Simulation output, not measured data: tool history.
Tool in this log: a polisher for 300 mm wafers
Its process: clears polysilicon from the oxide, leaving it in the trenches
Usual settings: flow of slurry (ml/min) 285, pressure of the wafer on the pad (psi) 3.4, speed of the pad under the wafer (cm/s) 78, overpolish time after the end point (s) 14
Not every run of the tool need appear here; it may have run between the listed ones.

| run | hour | flow of slurry (ml/min) | pressure of the wafer on the pad (psi) | speed of the pad under the wafer (cm/s) | overpolish time after the end point (s) | wafers since the last listed run | wafers polished on this pad | hours since the slurry nozzle was cleaned | hours since the head pressure was calibrated | incoming thickness of the incoming film, nm | time until the end point was called (s) | dishing of a wide line in a test structure (Å) |
|---|---|---|---|---|---|---|---|---|---|---|---|---|
| 1 | 0 | 285 | 3.4 | 78 | 14 | 0 | 158 | 96 | 676 | 473.5 | 38 | 380 |
| 2 | 27.5 | 335 | 3.4 | 78 | 14 | 190 | 349 | 123.5 | 703.5 | 471.7 | 38.3 | 380 |
| 3 | 63.1 | 285 | 3.4 | 78 | 19 | 246 | 596 | 159.1 | 739.1 | 465.9 | 40 | 387 |
| 4 | 76 | 285 | 3.4 | 78 | 19 | 89 | 685 | 172 | 752 | 469 | 41.2 | 384 |
| 5 | 111 | 285 | 3.4 | 78 | 19 | 242 | 928 | 207 | 787 | 474.5 | 42.7 | 381 |
|  | 122.3 | worn pad replaced by a new one |
| 6 | 125.2 | 285 | 3.4 | 78 | 14 | 70 | 20 | 221.2 | 801.2 | 467.5 | 36.8 | 380 |
| 7 | 152.2 | 285 | 3.4 | 78 | 14 | 187 | 207 | 248.2 | 828.2 | 462.7 | 36.5 | 378 |
| 8 | 168.2 | 285 | 3.4 | 78 | 14 | 110 | 318 | 264.2 | 844.2 | 463.9 | 37 | 378 |
|  | 203.9 | head pressure recalibrated |
| 9 | 204.4 | 365 | 3.4 | 78 | 14 | 237 | 555 | 300.4 | 0.5 | 476.9 | 39.2 | 384 |
|  | 232.1 | worn pad replaced by a new one, of another model than before |
| 10 | 232.6 | 365 | 3.4 | 78 | 14 | 167 | 3 | 328.6 | 28.7 | 460.3 | 36.2 | 382 |
| 11 | 257.1 | 365 | 3.4 | 78 | 14 | 169 | 173 | 353.1 | 53.2 | 470.2 | 36.9 | 385 |
| 12 | 270.7 | 285 | 3.4 | 78 | 14 | 94 | 267 | 366.7 | 66.8 | 472.2 | 39.3 | 377 |
| 13 | 288.9 | 285 | 3.4 | 78 | 14 | 126 | 393 | 384.9 | 85 | 479.4 | 40 | 376 |
| 14 | 308.8 | 220 | 2.3 | 78 | 6 | 138 | 532 | 404.8 | 104.9 | 466.6 | 48.1 | 293 |
| 15 | 341.3 | 315 | 3 | 64 | 18 | 225 | 757 | 437.3 | 137.4 | 459.7 | 46.1 | 384 |
|  | 361 | worn pad replaced by a new one |
| 16 | 375.9 | 285 | 2.9 | 86 | 9 | 212 | 103 | 471.9 | 172 | 462.5 | 37.4 | 355 |
| 17 | 401.2 | 285 | 3.4 | 78 | 14 | 175 | 279 | 497.2 | 197.3 | 474.9 | 37.8 | 380 |
|  | 411.8 | slurry nozzle cleaned |
| 18 | 427 | 225 | 3.4 | 54 | 14 | 172 | 451 | 15.2 | 223.1 | 471.2 | 49.3 | 366 |
| 19 | 445.1 | 285 | 3.4 | 78 | 14 | 125 | 576 | 33.3 | 241.2 | 469.6 | 39.4 | 379 |
|  | 470.3 | worn pad replaced by a new one |
| 20 | 477.9 | 285 | 4.4 | 94 | 18 | 199 | 52 | 66.1 | 274 | 469.5 | 28.7 | 392 |
| 21 | 493.2 | 235 | 3.4 | 86 | 21 | 106 | 158 | 81.4 | 289.3 | 479.1 | 37.5 | 385 |
| 22 | 522.7 | 250 | 2.4 | 90 | 14 | 204 | 363 | 110.9 | 318.8 | 476.1 | 41.6 | 381 |
| 23 | 545.2 | 200 | 4.3 | 78 | 16 | 156 | 519 | 133.4 | 341.3 | 477.9 | 37.6 | 374 |
| 24 | 566.7 | 285 | 3.4 | 78 | 14 | 149 | 668 | 154.9 | 362.8 | 463.1 | 40.7 | 376 |
|  | 586.4 | worn pad replaced by a new one |
| 25 | 590 | 345 | 4.5 | 70 | 14 | 133 | 25 | 178.2 | 386.1 | 467.4 | 33.4 | 378 |
| 26 | 621.2 | 255 | 4.6 | 66 | 6 | 216 | 241 | 209.4 | 417.3 | 467.1 | 35.6 | 331 |

What will run 27 give?
| 27 | 636.3 | 285 | 3.4 | 78 | 14 | 104 | 346 | 224.5 | 432.4 | 479 | ? | ? |

{"run 27": {"time until the end point was called (s)": 40.2, "dishing of a wide line in a test structure (Å)": 378}}
On a tool with no hidden condition, and with the same random variation, this run would have come out at time until the end point was called (s) 39.4, dishing of a wide line in a test structure (Å) 379.
